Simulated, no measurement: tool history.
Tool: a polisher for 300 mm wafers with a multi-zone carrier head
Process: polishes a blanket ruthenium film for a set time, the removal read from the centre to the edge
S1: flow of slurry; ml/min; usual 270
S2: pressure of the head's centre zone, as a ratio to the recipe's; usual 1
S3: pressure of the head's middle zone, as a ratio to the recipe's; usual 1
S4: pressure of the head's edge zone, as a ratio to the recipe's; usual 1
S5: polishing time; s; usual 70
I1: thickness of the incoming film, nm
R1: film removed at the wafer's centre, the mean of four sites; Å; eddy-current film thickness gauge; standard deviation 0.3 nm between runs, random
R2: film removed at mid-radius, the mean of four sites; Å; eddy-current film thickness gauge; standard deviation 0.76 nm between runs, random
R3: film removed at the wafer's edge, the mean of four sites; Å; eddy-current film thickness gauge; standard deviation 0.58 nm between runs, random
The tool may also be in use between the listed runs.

Run 1, hour 0: usual settings; I1 624.1. Result: R1 470 Å, R2 464 Å, R3 480 Å.
Run 2, hour 15.3: usual settings; I1 639. Result: R1 459 Å, R2 485 Å, R3 483 Å.
Run 3, hour 40.9: usual settings but S1 245 ml/min, S3 0.91; I1 630.3. Result: R1 464 Å, R2 454 Å, R3 483 Å.
Run 4, hour 69.6: usual settings but S1 320 ml/min, S2 0.89; I1 635.7. Result: R1 425 Å, R2 482 Å, R3 476 Å.
Run 5, hour 100: usual settings but S2 0.93, S5 85 s; I1 630.7. Result: R1 559 Å, R2 601 Å, R3 602 Å.
Run 6, hour 116: usual settings; I1 631.9. Result: R1 483 Å, R2 506 Å, R3 480 Å.
Run 7, hour 144.4: usual settings but S2 1.06, S5 89 s; I1 635.8. Result: R1 628 Å, R2 605 Å, R3 611 Å.
Run 8, hour 160.7: usual settings but S1 235 ml/min, S2 0.97, S4 0.91; I1 633.5. Result: R1 452 Å, R2 469 Å, R3 449 Å.
Run 9, hour 195.6: usual settings but S2 1.12, S4 0.91; I1 633. Result: R1 511 Å, R2 479 Å, R3 462 Å.
Run 10, hour 211.7: usual settings; I1 626.9. Result: R1 461 Å, R2 480 Å, R3 472 Å.
Run 11, hour 239: usual settings; I1 631.9. Result: R1 464 Å, R2 479 Å, R3 468 Å.
Run 12, hour 258.8: usual settings but S1 305 ml/min; I1 635.9. Result: R1 466 Å, R2 484 Å, R3 478 Å.
Run 13, hour 289.2: usual settings but S4 1.03, S5 60 s; I1 639.5. Result: R1 431 Å, R2 451 Å, R3 453 Å.
Run 14, hour 313.5: usual settings but S1 195 ml/min, S2 1.1, S3 1.08, S5 61 s; I1 630.4. Result: R1 445 Å, R2 447 Å, R3 424 Å.
Run 15, hour 341.9: usual settings; I1 630.9. Result: R1 481 Å, R2 498 Å, R3 481 Å.
Run 16, hour 361.6: usual settings but S2 1.11; I1 632.3. Result: R1 513 Å, R2 479 Å, R3 487 Å.
Run 17, hour 377.2: usual settings but S2 0.97, S4 1.11; I1 636.6. Result: R1 459 Å, R2 490 Å, R3 517 Å.
Run 18, hour 390.2: usual settings; I1 636.3. Result: R1 468 Å, R2 482 Å, R3 489 Å.
Run 19, hour 411.2: usual settings but S3 1.09; I1 632.6. Result: R1 470 Å, R2 522 Å, R3 481 Å.
Run 20, hour 438.4: usual settings; I1 621. Result: R1 464 Å, R2 478 Å, R3 478 Å.
Run 21, hour 458.1: usual settings but S1 340 ml/min, S3 0.97, S4 0.94, S5 61 s; I1 623.3. Result: R1 418 Å, R2 418 Å, R3 411 Å.
Run 22, hour 482.2: usual settings; I1 624.7. Result: R1 499 Å, R2 511 Å, R3 521 Å.
Run 23, hour 510.5: usual settings but S1 230 ml/min, S2 1.06, S3 0.91, S5 80 s; I1 622.1. Result: R1 567 Å, R2 527 Å, R3 557 Å.

Taken out of this log: 6 entries between the listed runs. Where each belongs, and how the hidden state differs across it:
Between runs 1 and 2: centre zone pressure recalibrated (hour 11.1)
  removal rate lost through wear of the pad, %: 6.76 -> 6.99
  measured less the result without the state, R1: -34 -> -34 Å; R2: -34 -> -36 Å; R3: -35 -> -36 Å
Between runs 3 and 4: slurry nozzle cleaned (hour 57.8)
  removal rate lost through wear of the pad, %: 7.27 -> 7.48
  measured less the result without the state, R1: -36 -> -35 Å; R2: -36 -> -39 Å; R3: -38 -> -39 Å
Between runs 4 and 5: worn pad replaced by a new one (hour 85.1)
  removal rate lost through wear of the pad, %: 7.48 -> 2.56
  measured less the result without the state, R1: -35 -> -14 Å; R2: -39 -> -15 Å; R3: -39 -> -16 Å
Between runs 8 and 9: edge zone pressure recalibrated (hour 190.2)
  removal rate lost through wear of the pad, %: 5.95 -> 6.88
  measured less the result without the state, R1: -28 -> -38 Å; R2: -29 -> -35 Å; R3: -28 -> -34 Å
Between runs 12 and 13: worn pad replaced by a new one (hour 286.5)
  removal rate lost through wear of the pad, %: 7.71 -> 0.331
  measured less the result without the state, R1: -39 -> -2 Å; R2: -40 -> -1 Å; R3: -40 -> -2 Å
Between runs 21 and 22: worn pad replaced by a new one (hour 481.7)
  removal rate lost through wear of the pad, %: 6.6 -> 0.566
  measured less the result without the state, R1: -29 -> -3 Å; R2: -30 -> -3 Å; R3: -29 -> -3 Å

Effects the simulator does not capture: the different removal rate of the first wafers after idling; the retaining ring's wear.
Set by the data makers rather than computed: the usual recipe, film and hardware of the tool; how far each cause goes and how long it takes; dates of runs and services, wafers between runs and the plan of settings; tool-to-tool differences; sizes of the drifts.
